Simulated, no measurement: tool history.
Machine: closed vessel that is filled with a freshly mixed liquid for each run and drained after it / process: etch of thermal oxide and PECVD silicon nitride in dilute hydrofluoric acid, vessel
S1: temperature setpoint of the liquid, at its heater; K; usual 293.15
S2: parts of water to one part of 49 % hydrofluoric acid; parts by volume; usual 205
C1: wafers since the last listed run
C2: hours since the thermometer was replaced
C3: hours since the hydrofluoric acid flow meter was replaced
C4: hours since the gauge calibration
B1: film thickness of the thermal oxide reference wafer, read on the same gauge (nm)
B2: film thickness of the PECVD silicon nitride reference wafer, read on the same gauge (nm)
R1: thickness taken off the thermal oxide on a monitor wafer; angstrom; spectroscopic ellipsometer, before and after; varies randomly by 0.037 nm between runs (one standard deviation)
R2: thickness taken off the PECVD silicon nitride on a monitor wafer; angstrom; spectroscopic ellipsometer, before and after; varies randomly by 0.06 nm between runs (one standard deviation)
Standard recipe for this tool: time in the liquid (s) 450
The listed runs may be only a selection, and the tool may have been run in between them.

{"run": 1, "hour": 0.0, "S1": 296.65, "S2": 205, "time in the liquid (s)": 450, "C1": 0, "C2": 30.4, "C3": 1292.2, "C4": 244.5, "B1": 29.99, "B2": 40.0, "R1": 95.5, "R2": 123.5}
{"run": 2, "hour": 10.0, "S1": 297.65, "S2": 130, "time in the liquid (s)": 450, "C1": 542, "C2": 40.4, "C3": 1302.2, "C4": 254.5, "B1": 29.99, "B2": 40.02, "R1": 169.8, "R2": 210.4}
{"run": 3, "hour": 20.0, "S1": 294.65, "S2": 180, "time in the liquid (s)": 200, "C1": 542, "C2": 50.4, "C3": 1312.2, "C4": 264.5, "B1": 29.99, "B2": 40.0, "R1": 46.1, "R2": 55.6}
{"run": 4, "hour": 30.4, "S1": 293.15, "S2": 205, "time in the liquid (s)": 450, "C1": 563, "C2": 60.8, "C3": 1322.6, "C4": 274.9, "B1": 30.0, "B2": 39.98, "R1": 83.5, "R2": 100.4}
{"run": 5, "hour": 47.1, "S1": 293.15, "S2": 205, "time in the liquid (s)": 450, "C1": 905, "C2": 77.5, "C3": 1339.3, "C4": 291.6, "B1": 30.05, "B2": 40.0, "R1": 83.4, "R2": 99.5}
{"run": 6, "hour": 62.4, "S1": 293.15, "S2": 205, "time in the liquid (s)": 450, "C1": 829, "C2": 92.8, "C3": 1354.6, "C4": 306.9, "B1": 29.95, "B2": 39.95, "R1": 84.3, "R2": 100.6}
{"run": 7, "hour": 69.2, "S1": 293.15, "S2": 230, "time in the liquid (s)": 560, "C1": 368, "C2": 99.6, "C3": 1361.4, "C4": 313.7, "B1": 30.03, "B2": 40.0, "R1": 91.8, "R2": 111.1}
{"run": 8, "hour": 81.1, "S1": 293.15, "S2": 205, "time in the liquid (s)": 450, "C1": 644, "C2": 111.5, "C3": 1373.3, "C4": 325.6, "B1": 30.04, "B2": 40.01, "R1": 84.0, "R2": 101.4}
{"run": 9, "hour": 96.6, "S1": 293.15, "S2": 205, "time in the liquid (s)": 450, "C1": 840, "C2": 127.0, "C3": 1388.8, "C4": 341.1, "B1": 29.96, "B2": 40.0, "R1": 84.7, "R2": 100.3}
{"run": 10, "hour": 102.7, "S1": 293.15, "S2": 205, "time in the liquid (s)": 450, "C1": 330, "C2": 133.1, "C3": 1394.9, "C4": 347.2, "B1": 29.99, "B2": 40.02, "R1": 84.3, "R2": 100.4}
{"run": 11, "hour": 112.4, "S1": 293.15, "S2": 205, "time in the liquid (s)": 450, "C1": 525, "C2": 142.8, "C3": 1404.6, "C4": 356.9, "B1": 30.01, "B2": 40.04, "R1": 84.6, "R2": 100.6}
{"run": 12, "hour": 120.1, "S1": 295.15, "S2": 295, "time in the liquid (s)": 345, "C1": 417, "C2": 150.5, "C3": 1412.3, "C4": 364.6, "B1": 29.96, "B2": 39.97, "R1": 44.4, "R2": 61.1}
{"run": 13, "hour": 132.9, "S1": 296.15, "S2": 110, "time in the liquid (s)": 450, "C1": 693, "C2": 163.3, "C3": 1425.1, "C4": 377.4, "B1": 30.01, "B2": 40.01, "R1": 195.7, "R2": 227.4}
{"run": 14, "hour": 150.6, "S1": 296.65, "S2": 285, "time in the liquid (s)": 450, "C1": 959, "C2": 181.0, "C3": 1442.8, "C4": 395.1, "B1": 30.02, "B2": 40.0, "R1": 64.4, "R2": 92.2}
{"run": 15, "hour": 165.2, "S1": 293.15, "S2": 205, "time in the liquid (s)": 655, "C1": 791, "C2": 195.6, "C3": 1457.4, "C4": 409.7, "B1": 30.04, "B2": 40.02, "R1": 123.3, "R2": 145.8}
{"hour": 174.1, "done": "hydrofluoric acid flow meter replaced"}
{"hour": 179.5, "done": "gauge calibrated"}
{"run": 16, "hour": 181.0, "S1": 291.15, "S2": 265, "time in the liquid (s)": 450, "C1": 802, "C2": 211.4, "C3": 6.9, "C4": 1.5, "B1": 30.0, "B2": 40.0, "R1": 53.0, "R2": 65.1}
{"run": 17, "hour": 198.5, "S1": 297.15, "S2": 245, "time in the liquid (s)": 450, "C1": 948, "C2": 228.9, "C3": 24.4, "C4": 19.0, "B1": 30.02, "B2": 39.98, "R1": 73.8, "R2": 104.1}
{"run": 18, "hour": 211.4, "S1": 293.15, "S2": 170, "time in the liquid (s)": 450, "C1": 699, "C2": 241.8, "C3": 37.3, "C4": 31.9, "B1": 30.06, "B2": 40.03, "R1": 98.2, "R2": 115.1}
{"run": 19, "hour": 224.5, "S1": 293.15, "S2": 205, "time in the liquid (s)": 450, "C1": 710, "C2": 254.9, "C3": 50.4, "C4": 45.0, "B1": 30.05, "B2": 40.02, "R1": 78.9, "R2": 96.2}
{"run": 20, "hour": 233.8, "S1": 293.15, "S2": 270, "time in the liquid (s)": 450, "C1": 504, "C2": 264.2, "C3": 59.7, "C4": 54.3, "B1": 30.0, "B2": 39.98, "R1": 56.0, "R2": 73.1}
{"run": 21, "hour": 285.9, "S1": 291.15, "S2": 270, "time in the liquid (s)": 450, "C1": 2823, "C2": 316.3, "C3": 111.8, "C4": 106.4, "B1": 30.03, "B2": 39.98, "R1": 52.5, "R2": 65.6}
{"run": 22, "hour": 298.2, "S1": 293.15, "S2": 205, "time in the liquid (s)": 450, "C1": 666, "C2": 328.6, "C3": 124.1, "C4": 118.7, "B1": 30.03, "B2": 40.0, "R1": 79.8, "R2": 97.1}
{"run": 23, "hour": 308.1, "S1": 290.15, "S2": 205, "time in the liquid (s)": 550, "C1": 536, "C2": 338.5, "C3": 134.0, "C4": 128.6, "B1": 30.03, "B2": 39.97, "R1": 86.7, "R2": 96.8}
{"run": 24, "hour": 314.6, "S1": 293.15, "S2": 270, "time in the liquid (s)": 355, "C1": 352, "C2": 345.0, "C3": 140.5, "C4": 135.1, "B1": 30.01, "B2": 40.02, "R1": 44.2, "R2": 58.3}
{"run": 25, "hour": 325.9, "S1": 293.15, "S2": 205, "time in the liquid (s)": 210, "C1": 612, "C2": 356.3, "C3": 151.8, "C4": 146.4, "B1": 29.98, "B2": 39.98, "R1": 36.9, "R2": 44.9}

Alternative continuations, all from the tool just after run 25; predict every row:
{"run": "A", "hour": 326.7, "S1": 293.15, "S2": 205, "time in the liquid (s)": 450, "C1": 43, "C2": 357.1, "C3": 152.6, "C4": 147.2, "B1": "?", "B2": "?", "R1": "?", "R2": "?"}
{"run": "B", "hour": 326.7, "S1": 291.65, "S2": 250, "time in the liquid (s)": 450, "C1": 43, "C2": 357.1, "C3": 152.6, "C4": 147.2, "B1": "?", "B2": "?", "R1": "?", "R2": "?"}
{"run": "C", "hour": 326.7, "S1": 293.15, "S2": 275, "time in the liquid (s)": 600, "C1": 43, "C2": 357.1, "C3": 152.6, "C4": 147.2, "B1": "?", "B2": "?", "R1": "?", "R2": "?"}
{"run": "D", "hour": 326.7, "S1": 294.65, "S2": 245, "time in the liquid (s)": 250, "C1": 43, "C2": 357.1, "C3": 152.6, "C4": 147.2, "B1": "?", "B2": "?", "R1": "?", "R2": "?"}
{"run": "E", "hour": 326.7, "S1": 293.15, "S2": 135, "time in the liquid (s)": 450, "C1": 43, "C2": 357.1, "C3": 152.6, "C4": 147.2, "B1": "?", "B2": "?", "R1": "?", "R2": "?"}

run=A B1=30.04 B2=40.02 R1=80.0 R2=96.8
run=B B1=30.04 B2=40.02 R1=59.4 R2=72.4
run=C B1=30.04 B2=40.02 R1=74.4 R2=97.0
run=D B1=30.04 B2=40.02 R1=37.8 R2=49.7
run=E B1=30.04 B2=40.02 R1=130.6 R2=145.5
With the hidden condition removed and each run's random variation left untouched, the same runs would have given:
run=A R1=77.6 R2=92.6
run=B R1=57.6 R2=69.3
run=C R1=72.2 R2=92.8
run=D R1=36.7 R2=47.6
run=E R1=126.6 R2=139.0
